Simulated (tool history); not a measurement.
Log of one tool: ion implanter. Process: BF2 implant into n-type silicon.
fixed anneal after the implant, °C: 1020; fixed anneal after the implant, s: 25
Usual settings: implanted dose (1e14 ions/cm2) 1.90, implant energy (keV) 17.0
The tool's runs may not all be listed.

run	hour	implanted dose (1e14 ions/cm2)	implant energy (keV)	wafers since the last listed run	hours since the last dose calibration	hours since the extraction supply was calibrated	hours since the gauge calibration	read-back reference wafer on the same gauge, sheet resistance	sheet resistance of the implanted and annealed layer (ohm/square)
1	0.0	1.90	20.0	0	539.2	2798.7	609.3	445.88	526.67
2	46.1	1.90	17.0	729	585.3	2844.8	655.4	445.94	536.02
3	119.8	1.90	17.0	1166	659.0	2918.5	729.1	446.09	536.36
4	223.5	1.90	17.0	1641	762.7	3022.2	832.8	446.13	535.93
5	294.1	1.75	17.0	1117	833.3	3092.8	903.4	445.89	575.84
6	370.5	1.46	20.5	1209	909.7	3169.2	979.8	445.93	660.01
7	416.7	1.46	20.5	731	955.9	3215.4	1026.0	446.07	658.46
8	464.0	1.90	17.0	748	1003.2	3262.7	1073.3	446.05	536.96
9	549.4	1.90	17.0	1351	1088.6	3348.1	1158.7	446.19	537.09
10	634.6	2.29	17.0	1348	1173.8	3433.3	1243.9	446.19	458.21
11	724.1	2.29	17.0	1416	1263.3	3522.8	1333.4	446.01	457.45
# hour 913.2: Faraday cup replaced and dose calibrated
12	988.6	2.29	17.0	4059	75.4	3787.3	1597.9	445.90	448.47
13	1058.4	1.90	17.0	1104	145.2	3857.1	1667.7	446.10	530.67
14	1101.1	1.90	19.5	675	187.9	3899.8	1710.4	446.04	524.01
15	1192.6	1.90	19.5	1448	279.4	3991.3	1801.9	445.99	524.56
16	1295.6	1.90	19.5	1630	382.4	4094.3	1904.9	446.12	525.74
17	1453.0	1.74	12.5	2490	539.8	4251.7	2062.3	446.01	595.79
# hour 1490.0: extraction supply calibrated
18	1543.9	1.68	12.0	1311	630.7	53.9	2153.2	446.15	617.07
19	1585.9	1.43	21.0	664	672.7	95.9	2195.2	445.93	666.29
20	1682.5	1.90	17.0	1528	769.3	192.5	2291.8	446.08	534.85
21	1759.9	1.65	22.0	1224	846.7	269.9	2369.2	446.08	587.97
22	1844.8	1.90	17.0	1343	931.6	354.8	2454.1	445.92	536.39
23	1928.3	1.90	17.0	1321	1015.1	438.3	2537.6	445.88	534.60
24	2013.0	1.74	17.0	1340	1099.8	523.0	2622.3	446.12	578.60
25	2105.9	1.48	13.0	1470	1192.7	615.9	2715.2	445.99	687.29
# hour 2168.6: gauge calibrated
26	2171.7	2.37	20.5	1041	1258.5	681.7	3.1	446.09	436.23
27	2256.6	1.90	21.0	1343	1343.4	766.6	88.0	446.01	524.31
# hour 2326.3: Faraday cup replaced and dose calibrated
28	2356.5	2.37	20.5	1454	30.2	866.5	187.9	445.89	430.02
29	2462.7	1.90	11.5	1680	136.4	972.7	294.1	446.04	552.70
30	2514.0	1.90	19.5	811	187.7	1024.0	345.4	446.16	524.67
31	2662.8	1.71	20.5	2354	336.5	1172.8	494.2	445.74	572.96
32	2760.8	1.64	15.0	1550	434.5	1270.8	592.2	446.14	616.70
33	2827.7	2.12	17.0	1058	501.4	1337.7	659.1	446.02	485.26

5 ways to go on from here, each from the tool as it stands after run 33. What would each give?
A	2828.1	1.90	20.5	6	501.8	1338.1	659.5	?	?
B	2828.1	1.46	12.5	6	501.8	1338.1	659.5	?	?
C	2828.1	1.36	14.5	6	501.8	1338.1	659.5	?	?
D	2828.1	1.90	19.0	6	501.8	1338.1	659.5	?	?
E	2828.1	1.71	14.0	6	501.8	1338.1	659.5	?	?

run	read-back reference wafer on the same gauge, sheet resistance	sheet resistance of the implanted and annealed layer (ohm/square)
A	446.07	525.64
B	446.07	697.67
C	446.07	730.02
D	446.07	529.72
E	446.07	599.31
Without the tool's hidden state the same runs would have given:
run	sheet resistance of the implanted and annealed layer (ohm/square)
A	519.15
B	688.77
C	720.82
D	523.15
E	591.72

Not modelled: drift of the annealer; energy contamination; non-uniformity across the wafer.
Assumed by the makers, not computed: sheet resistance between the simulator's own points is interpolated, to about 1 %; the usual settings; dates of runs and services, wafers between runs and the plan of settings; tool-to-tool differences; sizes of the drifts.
